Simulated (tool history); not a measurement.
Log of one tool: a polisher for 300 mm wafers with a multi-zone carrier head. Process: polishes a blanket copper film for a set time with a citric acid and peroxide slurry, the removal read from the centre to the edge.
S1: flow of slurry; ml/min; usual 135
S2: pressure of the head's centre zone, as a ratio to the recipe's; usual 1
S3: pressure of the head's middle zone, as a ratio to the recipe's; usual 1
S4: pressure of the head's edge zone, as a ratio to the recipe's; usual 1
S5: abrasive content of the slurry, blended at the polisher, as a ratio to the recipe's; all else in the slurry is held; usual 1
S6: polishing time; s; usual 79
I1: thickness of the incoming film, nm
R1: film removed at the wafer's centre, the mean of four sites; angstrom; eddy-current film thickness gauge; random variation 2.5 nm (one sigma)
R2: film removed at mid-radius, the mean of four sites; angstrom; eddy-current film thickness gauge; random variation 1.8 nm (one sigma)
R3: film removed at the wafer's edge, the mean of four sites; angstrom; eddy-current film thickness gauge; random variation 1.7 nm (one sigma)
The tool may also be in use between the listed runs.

{"run": 1, "hour": 0.0, "S1": 135, "S2": 1, "S3": 1, "S4": 1, "S5": 1.2, "S6": 79, "I1": 936.3, "R1": 1997, "R2": 2049, "R3": 2015}
{"run": 2, "hour": 17.7, "S1": 135, "S2": 1, "S3": 1, "S4": 1, "S5": 1, "S6": 79, "I1": 934.4, "R1": 1892, "R2": 1921, "R3": 1932}
{"run": 3, "hour": 40.0, "S1": 135, "S2": 1, "S3": 1, "S4": 1, "S5": 1, "S6": 79, "I1": 923.8, "R1": 1878, "R2": 1972, "R3": 1908}
{"hour": 49.6, "done": "worn pad replaced by a new one"}
{"hour": 68.8, "done": "carrier head's membrane replaced by a new one"}
{"run": 4, "hour": 72.9, "S1": 135, "S2": 1, "S3": 1, "S4": 1, "S5": 1, "S6": 79, "I1": 933.5, "R1": 1875, "R2": 1933, "R3": 1944}
{"run": 5, "hour": 105.0, "S1": 150, "S2": 1, "S3": 0.94, "S4": 1.11, "S5": 1, "S6": 63, "I1": 946.4, "R1": 1525, "R2": 1486, "R3": 1626}
{"run": 6, "hour": 131.6, "S1": 135, "S2": 1.07, "S3": 1, "S4": 1, "S5": 1, "S6": 79, "I1": 947.1, "R1": 2001, "R2": 1928, "R3": 1933}
{"hour": 149.9, "done": "slurry nozzle cleaned"}
{"run": 7, "hour": 159.1, "S1": 135, "S2": 1.09, "S3": 0.91, "S4": 1.07, "S5": 1.25, "S6": 79, "I1": 930.1, "R1": 2333, "R2": 2018, "R3": 2221}
{"run": 8, "hour": 173.0, "S1": 135, "S2": 1, "S3": 1, "S4": 1.09, "S5": 1.15, "S6": 79, "I1": 937.2, "R1": 2127, "R2": 2095, "R3": 2163}
{"run": 9, "hour": 201.4, "S1": 155, "S2": 1, "S3": 1.1, "S4": 1, "S5": 1, "S6": 71, "I1": 948.9, "R1": 1852, "R2": 2030, "R3": 1845}
{"run": 10, "hour": 221.1, "S1": 135, "S2": 1.06, "S3": 1, "S4": 1, "S5": 1, "S6": 79, "I1": 935.9, "R1": 2156, "R2": 2060, "R3": 1976}
{"hour": 242.2, "done": "edge zone pressure recalibrated"}
{"hour": 243.8, "done": "worn pad replaced by a new one"}
{"run": 11, "hour": 244.3, "S1": 135, "S2": 1.11, "S3": 1, "S4": 1, "S5": 1, "S6": 79, "I1": 929.6, "R1": 2212, "R2": 2051, "R3": 2008}
{"run": 12, "hour": 264.3, "S1": 135, "S2": 1, "S3": 1, "S4": 0.96, "S5": 1, "S6": 79, "I1": 942.4, "R1": 2019, "R2": 2044, "R3": 1959}
{"run": 13, "hour": 286.4, "S1": 175, "S2": 1, "S3": 1, "S4": 0.95, "S5": 1, "S6": 59, "I1": 947.7, "R1": 1540, "R2": 1565, "R3": 1499}
{"run": 14, "hour": 303.6, "S1": 135, "S2": 1, "S3": 1, "S4": 1, "S5": 1, "S6": 79, "I1": 934.8, "R1": 2036, "R2": 2020, "R3": 1995}
{"run": 15, "hour": 335.5, "S1": 100, "S2": 1, "S3": 1, "S4": 0.95, "S5": 1, "S6": 79, "I1": 953.7, "R1": 1955, "R2": 1938, "R3": 1875}
{"run": 16, "hour": 349.3, "S1": 120, "S2": 1, "S3": 1.05, "S4": 0.92, "S5": 1, "S6": 96, "I1": 938.4, "R1": 2336, "R2": 2543, "R3": 2275}
{"run": 17, "hour": 365.4, "S1": 120, "S2": 1, "S3": 1, "S4": 1.07, "S5": 1.1, "S6": 79, "I1": 939.2, "R1": 1966, "R2": 2051, "R3": 2060}
{"run": 18, "hour": 397.8, "S1": 120, "S2": 1, "S3": 1.05, "S4": 0.92, "S5": 1, "S6": 96, "I1": 950, "R1": 2343, "R2": 2496, "R3": 2310}
{"run": 19, "hour": 420.2, "S1": 135, "S2": 1, "S3": 1, "S4": 1, "S5": 1, "S6": 67, "I1": 941.7, "R1": 1681, "R2": 1687, "R3": 1678}
{"hour": 438.9, "done": "worn pad replaced by a new one"}
{"run": 20, "hour": 443.7, "S1": 170, "S2": 1, "S3": 0.88, "S4": 0.9, "S5": 1, "S6": 103, "I1": 945.3, "R1": 2650, "R2": 2410, "R3": 2548}
{"run": 21, "hour": 470.3, "S1": 135, "S2": 1, "S3": 1, "S4": 0.9, "S5": 1.2, "S6": 79, "I1": 947.7, "R1": 2077, "R2": 2107, "R3": 1999}

4 ways to go on from here, each from the tool as it stands after run 21. What would each give?
{"run": "A", "hour": 470.8, "S1": 135, "S2": 0.94, "S3": 1, "S4": 1, "S5": 1, "S6": 79, "I1": 940, "R1": "?", "R2": "?", "R3": "?"}
{"run": "B", "hour": 470.8, "S1": 135, "S2": 1, "S3": 0.94, "S4": 1, "S5": 1, "S6": 55, "I1": 940, "R1": "?", "R2": "?", "R3": "?"}
{"run": "C", "hour": 470.8, "S1": 135, "S2": 1, "S3": 1, "S4": 0.92, "S5": 1, "S6": 55, "I1": 940, "R1": "?", "R2": "?", "R3": "?"}
{"run": "D", "hour": 470.8, "S1": 155, "S2": 1, "S3": 1, "S4": 1, "S5": 1.2, "S6": 97, "I1": 940, "R1": "?", "R2": "?", "R3": "?"}

run=A R1=1841 R2=2005 R3=1996
run=B R1=1364 R2=1324 R3=1391
run=C R1=1364 R2=1395 R3=1340
run=D R1=2588 R2=2640 R3=2614
Without the tool's hidden state the same runs would have given:
run=A R1=1891 R2=2052 R3=2029
run=B R1=1401 R2=1356 R3=1414
run=C R1=1401 R2=1428 R3=1362
run=D R1=2652 R2=2697 R3=2654

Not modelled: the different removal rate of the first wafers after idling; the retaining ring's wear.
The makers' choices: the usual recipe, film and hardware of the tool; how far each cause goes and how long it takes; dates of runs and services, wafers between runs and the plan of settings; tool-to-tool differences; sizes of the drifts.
